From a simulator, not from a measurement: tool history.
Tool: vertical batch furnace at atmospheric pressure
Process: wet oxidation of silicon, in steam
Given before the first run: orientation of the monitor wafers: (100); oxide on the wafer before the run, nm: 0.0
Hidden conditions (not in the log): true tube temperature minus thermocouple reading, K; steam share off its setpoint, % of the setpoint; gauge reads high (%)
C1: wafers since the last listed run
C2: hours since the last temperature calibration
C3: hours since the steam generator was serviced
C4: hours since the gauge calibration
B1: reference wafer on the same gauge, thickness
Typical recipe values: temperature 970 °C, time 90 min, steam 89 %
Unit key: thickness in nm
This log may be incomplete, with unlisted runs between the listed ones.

Run 1, hour 0: usual settings; C1 0; C2 4504.1; C3 2520.6; C4 72.5; B1 438.9. Result: thickness 371.61 nm.
Run 2, hour 9.4: usual settings but temperature 952 °C, time 75 min; C1 95; C2 4513.5; C3 2530; C4 81.9; B1 439.79. Result: thickness 275.29 nm.
Run 3, hour 18.4: usual settings but temperature 952 °C, time 75 min; C1 91; C2 4522.5; C3 2539; C4 90.9; B1 438.79. Result: thickness 275.09 nm.
Run 4, hour 33.8: usual settings but temperature 952 °C, time 75 min; C1 156; C2 4537.9; C3 2554.4; C4 106.3; B1 438.65. Result: thickness 275.87 nm.
Run 5, hour 86.5: usual settings but time 110 min; C1 536; C2 4590.6; C3 2607.1; C4 159; B1 438.96. Result: thickness 426.29 nm.
Run 6, hour 105.4: usual settings but steam 97 %; C1 192; C2 4609.5; C3 2626; C4 177.9; B1 439.34. Result: thickness 394.5 nm.
Run 7, hour 122: usual settings but steam 97 %; C1 168; C2 4626.1; C3 2642.6; C4 194.5; B1 439.05. Result: thickness 393.84 nm.
Run 8, hour 130.4: usual settings; C1 85; C2 4634.5; C3 2651; C4 202.9; B1 438.54. Result: thickness 370.74 nm.
Run 9, hour 146.5: usual settings but temperature 954 °C; C1 163; C2 4650.6; C3 2667.1; C4 219; B1 439.11. Result: thickness 321.67 nm.
Run 10, hour 167.3: usual settings but temperature 954 °C; C1 211; C2 4671.4; C3 2687.9; C4 239.8; B1 439.1. Result: thickness 322.31 nm.
Run 11, hour 178: usual settings but temperature 954 °C; C1 108; C2 4682.1; C3 2698.6; C4 250.5; B1 439.28. Result: thickness 320.87 nm.
Run 12, hour 199: usual settings; C1 213; C2 4703.1; C3 2719.6; C4 271.5; B1 439.15. Result: thickness 368.52 nm.
Run 13, hour 211.1: usual settings but temperature 955 °C; C1 123; C2 4715.2; C3 2731.7; C4 283.6; B1 438.94. Result: thickness 324.05 nm.
Run 14, hour 225.7: usual settings but temperature 955 °C; C1 148; C2 4729.8; C3 2746.3; C4 298.2; B1 439.06. Result: thickness 322.81 nm.
Run 15, hour 238.3: usual settings but steam 83 %; C1 128; C2 4742.4; C3 2758.9; C4 310.8; B1 439.49. Result: thickness 348.12 nm.
Run 16, hour 251.6: usual settings but steam 83 %; C1 135; C2 4755.7; C3 2772.2; C4 324.1; B1 439.48. Result: thickness 348.64 nm.
Run 17, hour 265.9: usual settings but steam 83 %; C1 145; C2 4770; C3 2786.5; C4 338.4; B1 438.9. Result: thickness 350.3 nm.
Run 18, hour 278.1: usual settings but steam 85 %; C1 124; C2 4782.2; C3 2798.7; C4 350.6; B1 438.6. Result: thickness 354.54 nm.
At hour 313: thermocouples replaced and temperature profile calibrated.
Run 19, hour 313.5: usual settings; C1 116; C2 0.5; C3 2834.1; C4 386; B1 438.34. Result: thickness 366.22 nm.
Run 20, hour 318.6: usual settings; C1 51; C2 5.6; C3 2839.2; C4 391.1; B1 438.69. Result: thickness 368.4 nm.
At hour 326.5: gauge calibrated.
Run 21, hour 326.8: usual settings but temperature 951 °C, time 134.5 min, steam 86 %; C1 83; C2 13.8; C3 2847.4; C4 0.3; B1 438.5. Result: thickness 408.94 nm.
Run 22, hour 342.9: usual settings but temperature 956 °C, steam 80 %; C1 163; C2 29.9; C3 2863.5; C4 16.4; B1 439.25. Result: thickness 301.37 nm.
At hour 374.1: steam generator serviced.
Run 23, hour 374.6: usual settings but time 69 min; C1 78; C2 61.6; C3 0.5; C4 48.1; B1 439.07. Result: thickness 319.28 nm.
Run 24, hour 379.7: usual settings but steam 80 %; C1 51; C2 66.7; C3 5.6; C4 53.2; B1 439.4. Result: thickness 357.11 nm.
Run 25, hour 395.2: usual settings but temperature 951 °C, time 134.5 min, steam 86 %; C1 157; C2 82.2; C3 21.1; C4 68.7; B1 438.57. Result: thickness 428.99 nm.
Run 26, hour 407.1: usual settings but temperature 961 °C, steam 83 %; C1 121; C2 94.1; C3 33; C4 80.6; B1 439.26. Result: thickness 341.36 nm.
Run 27, hour 421.9: usual settings; C1 150; C2 108.9; C3 47.8; C4 95.4; B1 439.48. Result: thickness 385.56 nm.
Run 28, hour 430.1: usual settings but temperature 963 °C; C1 83; C2 117.1; C3 56; C4 103.6; B1 439.04. Result: thickness 362.79 nm.
Run 29, hour 460.5: usual settings but temperature 980 °C, steam 80 %; C1 309; C2 147.5; C3 86.4; C4 134; B1 438.95. Result: thickness 388.48 nm.
Run 30, hour 474.9: usual settings but temperature 959 °C; C1 146; C2 161.9; C3 100.8; C4 148.4; B1 439.26. Result: thickness 353.45 nm.

What does the tool deliver on the next run?
Run 31, hour 483.1: usual settings but temperature 992 °C; C1 83; C2 170.1; C3 109; C4 156.6; B1 ?. Result: thickness ?.

{"run 31": {"B1": 438.62, "thickness": 455.46}}
With no hidden state in the tool, this same run would have given thickness 456 nm.
